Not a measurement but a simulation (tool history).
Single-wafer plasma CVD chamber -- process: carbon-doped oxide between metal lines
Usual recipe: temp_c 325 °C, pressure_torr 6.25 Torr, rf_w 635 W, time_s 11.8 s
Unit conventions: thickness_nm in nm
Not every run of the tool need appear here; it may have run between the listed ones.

| run | hour | temp_c | pressure_torr | rf_w | time_s | wafers since the last listed run | hours since the last thermocouple change | hours since the last RF generator calibration | hours since the last manometer calibration | hours since the showerhead was replaced | hours since the gauge calibration | read-back reference wafer on the same gauge, thickness_nm | thickness_nm |
|---|---|---|---|---|---|---|---|---|---|---|---|---|---|
| 1 | 0.0 | 325 | 5.13 | 635 | 11.8 | 0 | 261.0 | 381.7 | 1465.2 | 5833.8 | 102.6 | 68.626 | 77.558 |
| 2 | 41.1 | 325 | 5.13 | 635 | 11.8 | 998 | 302.1 | 422.8 | 1506.3 | 5874.9 | 143.7 | 68.660 | 77.283 |
| 3 | 69.3 | 325 | 5.13 | 635 | 11.8 | 685 | 330.3 | 451.0 | 1534.5 | 5903.1 | 171.9 | 68.604 | 77.378 |
| 4 | 105.6 | 325 | 6.25 | 550 | 11.8 | 882 | 366.6 | 487.3 | 1570.8 | 5939.4 | 208.2 | 68.618 | 70.149 |
| 5 | 169.8 | 325 | 6.25 | 635 | 13.1 | 1559 | 430.8 | 551.5 | 1635.0 | 6003.6 | 272.4 | 68.657 | 86.283 |
| 6 | 239.2 | 325 | 6.25 | 635 | 13.1 | 1686 | 500.2 | 620.9 | 1704.4 | 6073.0 | 341.8 | 68.567 | 86.760 |
| 7 | 277.6 | 325 | 6.25 | 635 | 11.8 | 933 | 538.6 | 659.3 | 1742.8 | 6111.4 | 380.2 | 68.540 | 77.902 |
| 8 | 403.8 | 325 | 6.25 | 635 | 11.8 | 3066 | 664.8 | 785.5 | 1869.0 | 6237.6 | 506.4 | 68.617 | 77.519 |
| 9 | 471.8 | 325 | 6.25 | 635 | 11.8 | 1652 | 732.8 | 853.5 | 1937.0 | 6305.6 | 574.4 | 68.616 | 77.767 |
| 10 | 568.9 | 325 | 6.25 | 635 | 11.8 | 2359 | 829.9 | 950.6 | 2034.1 | 6402.7 | 671.5 | 68.598 | 77.914 |
| 11 | 634.7 | 325 | 6.25 | 635 | 11.8 | 1598 | 895.7 | 1016.4 | 2099.9 | 6468.5 | 737.3 | 68.538 | 77.524 |
| 12 | 660.3 | 325 | 6.25 | 635 | 11.8 | 622 | 921.3 | 1042.0 | 2125.5 | 6494.1 | 762.9 | 68.603 | 77.494 |
|  | 680.2 | capacitance manometer re-zeroed and calibrated |
| 13 | 687.3 | 325 | 6.25 | 635 | 11.8 | 461 | 948.3 | 1069.0 | 7.1 | 6521.1 | 789.9 | 68.630 | 77.882 |
| 14 | 750.1 | 312 | 5.67 | 635 | 9.8 | 1525 | 1011.1 | 1131.8 | 69.9 | 6583.9 | 852.7 | 68.633 | 67.964 |
| 15 | 794.5 | 325 | 5.19 | 635 | 11.8 | 1078 | 1055.5 | 1176.2 | 114.3 | 6628.3 | 897.1 | 68.631 | 76.558 |
| 16 | 917.1 | 325 | 6.25 | 635 | 11.8 | 2979 | 1178.1 | 1298.8 | 236.9 | 6750.9 | 1019.7 | 68.626 | 77.275 |
| 17 | 988.7 | 325 | 6.25 | 635 | 11.8 | 1739 | 1249.7 | 1370.4 | 308.5 | 6822.5 | 1091.3 | 68.553 | 77.097 |
| 18 | 1040.6 | 325 | 6.97 | 710 | 14.1 | 1261 | 1301.6 | 1422.3 | 360.4 | 6874.4 | 1143.2 | 68.629 | 101.535 |
|  | 1090.2 | showerhead replaced |
| 19 | 1090.7 | 325 | 5.03 | 520 | 9.7 | 1022 | 1351.7 | 1472.4 | 410.5 | 0.5 | 1193.3 | 68.620 | 53.125 |
|  | 1114.1 | gauge calibrated |
|  | 1114.6 | RF generator calibrated |
| 20 | 1136.1 | 334 | 5.66 | 540 | 11.1 | 908 | 1397.1 | 21.5 | 455.9 | 45.9 | 22.0 | 68.622 | 63.627 |
| 21 | 1208.0 | 325 | 7.30 | 635 | 13.9 | 1747 | 1469.0 | 93.4 | 527.8 | 117.8 | 93.9 | 68.600 | 94.854 |
|  | 1234.9 | thermocouple changed; heater temperature recalibrated |
| 22 | 1278.5 | 325 | 5.13 | 635 | 11.8 | 1518 | 43.6 | 163.9 | 598.3 | 188.3 | 164.4 | 68.589 | 77.841 |
| 23 | 1338.9 | 325 | 6.25 | 635 | 11.8 | 1467 | 104.0 | 224.3 | 658.7 | 248.7 | 224.8 | 68.601 | 78.704 |
| 24 | 1405.5 | 312 | 6.25 | 635 | 11.8 | 1618 | 170.6 | 290.9 | 725.3 | 315.3 | 291.4 | 68.611 | 83.749 |
| 25 | 1430.0 | 325 | 6.25 | 635 | 14.1 | 595 | 195.1 | 315.4 | 749.8 | 339.8 | 315.9 | 68.576 | 93.396 |
| 26 | 1482.0 | 335 | 6.25 | 705 | 10.8 | 1263 | 247.1 | 367.4 | 801.8 | 391.8 | 367.9 | 68.685 | 74.396 |

Run 27 is up next; what results do you expect?
| 27 | 1526.1 | 319 | 5.59 | 680 | 11.8 | 1071 | 291.2 | 411.5 | 845.9 | 435.9 | 412.0 | ? | ? |

Run 27 measured read-back reference wafer on the same gauge, thickness_nm 68.608, thickness_nm 84.129 nm.
Take away the tool's hidden state, keep the run-to-run variation as it was, and the same run would have given thickness_nm 86.881 nm.
